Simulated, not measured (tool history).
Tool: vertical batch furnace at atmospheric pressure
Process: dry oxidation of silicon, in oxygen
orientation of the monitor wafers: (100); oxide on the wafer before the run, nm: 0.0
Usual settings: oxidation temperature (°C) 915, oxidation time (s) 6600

run    hour  oxidation temperature (°C)  oxidation time (s)  wafers since the last listed run  hours since the last temperature calibration  hours since the boat lift was adjusted  hours since the gauge calibration  read-back reference wafer on the same gauge, thickness  oxide thickness on the monitor wafer (Å)
  1     0.0                         895                8700                                 0                                        1679.6                                  4968.6                             3430.7                                                   36.54                                     342.4
  2    92.8                         915                6600                               863                                        1772.4                                  5061.4                             3523.5                                                   36.42                                     350.7
  3   136.0                         915                6600                               402                                        1815.6                                  5104.6                             3566.7                                                   36.42                                     352.0
  4   228.0                         915                6600                               856                                        1907.6                                  5196.6                             3658.7                                                   36.56                                     353.5
  5   374.8                         915                6600                              1366                                        2054.4                                  5343.4                             3805.5                                                   36.49                                     353.7
  6   474.6                         915                6600                               928                                        2154.2                                  5443.2                             3905.3                                                   36.47                                     355.2
  7   552.7                         915                6600                               726                                        2232.3                                  5521.3                             3983.4                                                   36.51                                     353.1
  8   594.6                         915                6600                               389                                        2274.2                                  5563.2                             4025.3                                                   36.52                                     355.5
      624.2  -- gauge calibrated
  9   670.8                         934                6600                               709                                        2350.4                                  5639.4                               46.6                                                   36.56                                     434.7
 10   737.0                         934                6600                               616                                        2416.6                                  5705.6                              112.8                                                   36.42                                     432.2
 11   803.5                         934                6600                               618                                        2483.1                                  5772.1                              179.3                                                   36.58                                     436.5
      882.7  -- thermocouples replaced and temperature profile calibrated
 12   903.8                         908                6600                               710                                          21.1                                  5872.4                              279.6                                                   36.51                                     315.3
 13   990.9                         908                6600                               810                                         108.2                                  5959.5                              366.7                                                   36.44                                     319.8
     1066.8  -- boat lift adjusted
 14  1087.0                         926                6600                               670                                         204.3                                    20.2                              462.8                                                   36.44                                     398.2
 15  1130.2                         932                3660                               402                                         247.5                                    63.4                              506.0                                                   36.51                                     279.2
 16  1211.0                         894                4740                               751                                         328.3                                   144.2                              586.8                                                   36.59                                     226.4
 17  1300.4                         915                6600                               831                                         417.7                                   233.6                              676.2                                                   36.53                                     351.9
 18  1387.6                         915                6600                               811                                         504.9                                   320.8                              763.4                                                   36.46                                     351.3
 19  1472.0                         915                6600                               785                                         589.3                                   405.2                              847.8                                                   36.43                                     348.5
 20  1553.2                         893                8730                               755                                         670.5                                   486.4                              929.0                                                   36.49                                     336.0
 21  1624.0                         915                6600                               658                                         741.3                                   557.2                              999.8                                                   36.45                                     350.7
 22  1675.9                         927                3330                               482                                         793.2                                   609.1                             1051.7                                                   36.50                                     250.4
 23  1728.8                         895                7980                               492                                         846.1                                   662.0                             1104.6                                                   36.53                                     324.8
 24  1768.7                         915                6600                               371                                         886.0                                   701.9                             1144.5                                                   36.49                                     351.5
 25  1845.4                         926                4260                               713                                         962.7                                   778.6                             1221.2                                                   36.58                                     291.7
 26  1896.1                         892                4140                               471                                        1013.4                                   829.3                             1271.9                                                   36.48                                     203.3
 27  1933.0                         935                5370                               343                                        1050.3                                   866.2                             1308.8                                                   36.55                                     369.6
 28  2003.5                         892                4140                               656                                        1120.8                                   936.7                             1379.3                                                   36.44                                     203.3
 29  2090.5                         898                4650                               809                                        1207.8                                  1023.7                             1466.3                                                   36.55                                     233.4
 30  2194.1                         926                3570                               964                                        1311.4                                  1127.3                             1569.9                                                   36.52                                     259.2
 31  2295.3                         915                6600                               941                                        1412.6                                  1228.5                             1671.1                                                   36.49                                     351.4
 32  2353.2                         895                6600                               538                                        1470.5                                  1286.4                             1729.0                                                   36.54                                     288.8
 33  2429.7                         895                8940                               711                                        1547.0                                  1362.9                             1805.5                                                   36.54                                     350.6
 34  2480.1                         937                3900                               469                                        1597.4                                  1413.3                             1855.9                                                   36.46                                     307.6
 35  2526.2                         915                6600                               428                                        1643.5                                  1459.4                             1902.0                                                   36.53                                     352.9
 36  2600.6                         915                6600                               692                                        1717.9                                  1533.8                             1976.4                                                   36.52                                     352.7
 37  2694.7                         915                6600                               875                                        1812.0                                  1627.9                             2070.5                                                   36.54                                     353.6
 38  2791.3                         928                8190                               898                                        1908.6                                  1724.5                             2167.1                                                   36.45                                     471.1
 39  2859.0                         915                6600                               629                                        1976.3                                  1792.2                             2234.8                                                   36.53                                     355.4

4 ways to go on from here, each from the tool as it stands after run 39. What would each give?
  A  2865.2                         915                6600                                57                                        1982.5                                  1798.4                             2241.0                                                       ?                                         ?
  B  2865.2                         900                4920                                57                                        1982.5                                  1798.4                             2241.0                                                       ?                                         ?
  C  2865.2                         915                7620                                57                                        1982.5                                  1798.4                             2241.0                                                       ?                                         ?
  D  2865.2                         902                9450                                57                                        1982.5                                  1798.4                             2241.0                                                       ?                                         ?

run  read-back reference wafer on the same gauge, thickness  oxide thickness on the monitor wafer (Å)
  A                                                   36.44                                     354.8
  B                                                   36.44                                     250.3
  C                                                   36.44                                     391.7
  D                                                   36.44                                     396.4
Without the tool's hidden state the same runs would have given:
run  oxide thickness on the monitor wafer (Å)
  A                                     352.7
  B                                     248.8
  C                                     389.4
  D                                     393.9
